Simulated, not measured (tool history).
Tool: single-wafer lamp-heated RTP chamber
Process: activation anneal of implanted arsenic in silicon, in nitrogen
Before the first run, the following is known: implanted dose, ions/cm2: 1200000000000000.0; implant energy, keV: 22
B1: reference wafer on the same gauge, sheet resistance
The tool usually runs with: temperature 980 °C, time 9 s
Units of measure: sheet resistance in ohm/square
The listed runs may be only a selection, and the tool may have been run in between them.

run 1 day=0 | temperature=980 time=6 | B1=125.93 | sheet_resistance=133.24
run 2 day=0.817 | temperature=992 time=9 | B1=125.95 | sheet_resistance=125.07
run 3 day=1.412 | temperature=980 time=9 | B1=125.97 | sheet_resistance=128.93
run 4 day=2.388 | temperature=980 time=9 | B1=126.05 | sheet_resistance=127.93
run 5 day=3.779 | temperature=980 time=9 | B1=126.07 | sheet_resistance=127.83
run 6 day=4.758 | temperature=980 time=9 | B1=125.98 | sheet_resistance=128.54
-- day=6.438 pyrometer window cleaned and pyrometer calibrated
run 7 day=6.458 | temperature=980 time=9 | B1=126.01 | sheet_resistance=132.7
run 8 day=6.921 | temperature=972 time=7 | B1=125.99 | sheet_resistance=137.56
run 9 day=7.883 | temperature=957 time=9 | B1=125.96 | sheet_resistance=140.72
run 10 day=9.271 | temperature=989 time=7 | B1=126.01 | sheet_resistance=131.63
-- day=9.808 gauge calibrated
-- day=10.075 reflector plate cleaned
run 11 day=10.096 | temperature=953 time=11 | B1=126.05 | sheet_resistance=140.88
run 12 day=11.058 | temperature=980 time=11 | B1=125.96 | sheet_resistance=130.09
run 13 day=12.054 | temperature=1008 time=4 | B1=125.95 | sheet_resistance=130.34

Run 14 has not been measured yet. What should we expect?
run 14 day=12.588 | temperature=980 time=10 | B1=? | sheet_resistance=?

{"run 14": {"B1": 126.07, "sheet resistance": 130.45}}
Without the tool's hidden state the same run would have given sheet resistance 131.75 ohm/square.

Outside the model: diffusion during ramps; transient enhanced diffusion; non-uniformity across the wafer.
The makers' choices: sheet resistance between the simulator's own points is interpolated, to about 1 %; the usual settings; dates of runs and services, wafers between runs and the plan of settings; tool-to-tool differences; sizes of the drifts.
